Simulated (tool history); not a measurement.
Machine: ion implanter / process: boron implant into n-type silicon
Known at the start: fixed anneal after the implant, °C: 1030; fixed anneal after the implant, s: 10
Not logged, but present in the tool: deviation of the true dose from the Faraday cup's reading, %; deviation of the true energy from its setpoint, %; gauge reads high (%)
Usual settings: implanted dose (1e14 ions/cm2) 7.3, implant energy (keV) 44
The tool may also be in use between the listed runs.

run,day,implanted dose (1e14 ions/cm2),implant energy (keV),wafers since the last listed run,hours since the last dose calibration,hours since the extraction supply was calibrated,hours since the gauge calibration,"read-back reference wafer on the same gauge, sheet resistance",sheet resistance of the implanted and annealed layer (ohm/square)
1,0,7.3,44,0,215.1,5176.3,373.2,159.95,148.82
2,1.388,7.3,44,504,248.4,5209.6,406.5,159.95,148.89
3,2.338,7.3,44,345,271.2,5232.4,429.3,160.01,148.76
# day 2.696: gauge calibrated
4,3.662,7.3,44,481,303,5264.2,23.2,160.04,148.48
5,4.921,7.3,44,457,333.2,5294.4,53.4,160.06,148.53
6,5.875,7.3,44,346,356.1,5317.3,76.3,159.96,148.34
7,6.462,7.3,32,213,370.2,5331.4,90.4,160.04,152.78
8,7.158,7.3,32,252,386.9,5348.1,107.1,160.01,152.23
9,8.658,7.3,32,545,422.9,5384.1,143.1,159.96,152.4
10,9.333,5.71,44,245,439.1,5400.3,159.3,159.98,180.34
# day 10.408: extraction supply calibrated
11,13.125,7.3,44,1256,530.1,65.2,250.3,160.01,148.07
12,14.383,7.3,44,457,560.3,95.4,280.5,160,147.81
13,15.196,8.22,44,295,579.8,114.9,300,159.94,134.55
14,15.854,7.3,44,239,595.6,130.7,315.8,159.98,148.18
15,19.667,8.83,50,1385,687.1,222.2,407.3,159.98,125.45
# day 21.621: Faraday cup replaced and dose calibrated
# day 21.7: gauge calibrated
16,23.842,7.3,44,1395,53.3,322.4,51.4,160.02,145.28
17,24.854,9.38,50.5,367,77.6,346.7,75.7,159.97,117.41
18,25.95,9.19,44,398,103.9,373,102,160.02,120.2
19,27.121,7.3,53,425,132,401.1,130.1,160.01,141.98
20,28.258,6.29,59,413,159.3,428.4,157.4,160.07,158.87
# day 29.458: Faraday cup replaced and dose calibrated, repeated, since the last time left the tool worse
21,29.479,7.3,44,322,0.5,457.7,186.7,160.08,150.48
22,30.012,7.3,29.5,193,13.3,470.5,199.5,160,155.46
23,30.567,7.3,44,201,26.6,483.8,212.8,160.06,150.49
24,31.542,5.9,57.5,354,50,507.2,236.2,160.04,173.94

Across each entry between runs, compare the hidden state at the last listed run before it with the hidden state at the first listed run after it:
Between runs 3 and 4: gauge calibrated (day 2.696)
  deviation of the true dose from the Faraday cup's reading, %: 1.72 -> 1.85
  the result without the hidden state subtracted from the measured one, sheet resistance of the implanted and annealed layer (ohm/square): -2.06 -> -2.21
Between runs 10 and 11: extraction supply calibrated (day 10.408)
  deviation of the true dose from the Faraday cup's reading, %: 2.24 -> 2.41
  the result without the hidden state subtracted from the measured one, sheet resistance of the implanted and annealed layer (ohm/square): -3.28 -> -2.87
Between runs 15 and 16: Faraday cup replaced and dose calibrated (day 21.621); gauge calibrated (day 21.7)
  deviation of the true dose from the Faraday cup's reading, %: 2.6 -> 4.93
  the result without the hidden state subtracted from the measured one, sheet resistance of the implanted and annealed layer (ohm/square): -2.61 -> -5.73
Between runs 20 and 21: Faraday cup replaced and dose calibrated, repeated, since the last time left the tool worse (day 29.458)
  deviation of the true dose from the Faraday cup's reading, %: 5.74 -> 0.283
  the result without the hidden state subtracted from the measured one, sheet resistance of the implanted and annealed layer (ohm/square): -7.23 -> -0.35
